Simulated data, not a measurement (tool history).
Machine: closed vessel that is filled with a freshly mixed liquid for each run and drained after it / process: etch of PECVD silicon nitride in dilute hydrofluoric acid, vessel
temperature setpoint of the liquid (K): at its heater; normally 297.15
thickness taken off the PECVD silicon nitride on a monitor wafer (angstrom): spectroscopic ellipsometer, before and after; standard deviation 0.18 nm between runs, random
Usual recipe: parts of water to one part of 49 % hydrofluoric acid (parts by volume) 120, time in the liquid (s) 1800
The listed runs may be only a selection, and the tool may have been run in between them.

run     day  temperature setpoint of the liquid (K)  parts of water to one part of 49 % hydrofluoric acid (parts by volume)  time in the liquid (s)  read-back film thickness of the PECVD silicon nitride reference wafer, read on the same gauge (nm)  thickness taken off the PECVD silicon nitride on a monitor wafer (angstrom)
  1   0.000                                  297.15                                                                     120                    1800                                                                                              140.03                                                                        274.5
  2   1.225                                  297.15                                                                     120                    1800                                                                                              139.98                                                                        275.4
  3   2.150                                  297.15                                                                     120                    1800                                                                                              140.01                                                                        275.1
  4   2.825                                  297.15                                                                     120                    1800                                                                                              140.05                                                                        277.5
  5   3.425                                  297.15                                                                     120                    1800                                                                                              140.01                                                                        271.8
  6   4.200                                  297.15                                                                     120                    1800                                                                                              140.00                                                                        272.8
  7   5.283                                  297.15                                                                     120                    1800                                                                                              139.98                                                                        276.1
  8   6.775                                  297.15                                                                     120                    1800                                                                                              139.97                                                                        275.1
  9   7.867                                  297.15                                                                     155                    1800                                                                                              140.04                                                                        214.4
 10   8.404                                  297.15                                                                     120                    1800                                                                                              139.98                                                                        274.6
 11   9.229                                  294.65                                                                     120                     900                                                                                              139.96                                                                        116.4
 12   9.783                                  297.15                                                                     120                    1800                                                                                              140.00                                                                        278.6
 13  11.021                                  298.65                                                                     120                    1800                                                                                              140.01                                                                        301.7
 14  12.512                                  297.15                                                                     120                    2600                                                                                              140.00                                                                        395.0
 15  13.625                                  297.15                                                                     120                    1800                                                                                              140.00                                                                        274.1

The next listed run, before its measurement:
 16  14.262                                  297.15                                                                     120                    1800                                                                                                   ?                                                                            ?

{"run 16": {"read-back film thickness of the PECVD silicon nitride reference wafer, read on the same gauge (nm)": 140.04, "thickness taken off the PECVD silicon nitride on a monitor wafer (angstrom)": 276.3}}
Were there no unlogged condition in the tool, this run, its random variation unchanged, would have produced thickness taken off the PECVD silicon nitride on a monitor wafer (angstrom) 276.3.

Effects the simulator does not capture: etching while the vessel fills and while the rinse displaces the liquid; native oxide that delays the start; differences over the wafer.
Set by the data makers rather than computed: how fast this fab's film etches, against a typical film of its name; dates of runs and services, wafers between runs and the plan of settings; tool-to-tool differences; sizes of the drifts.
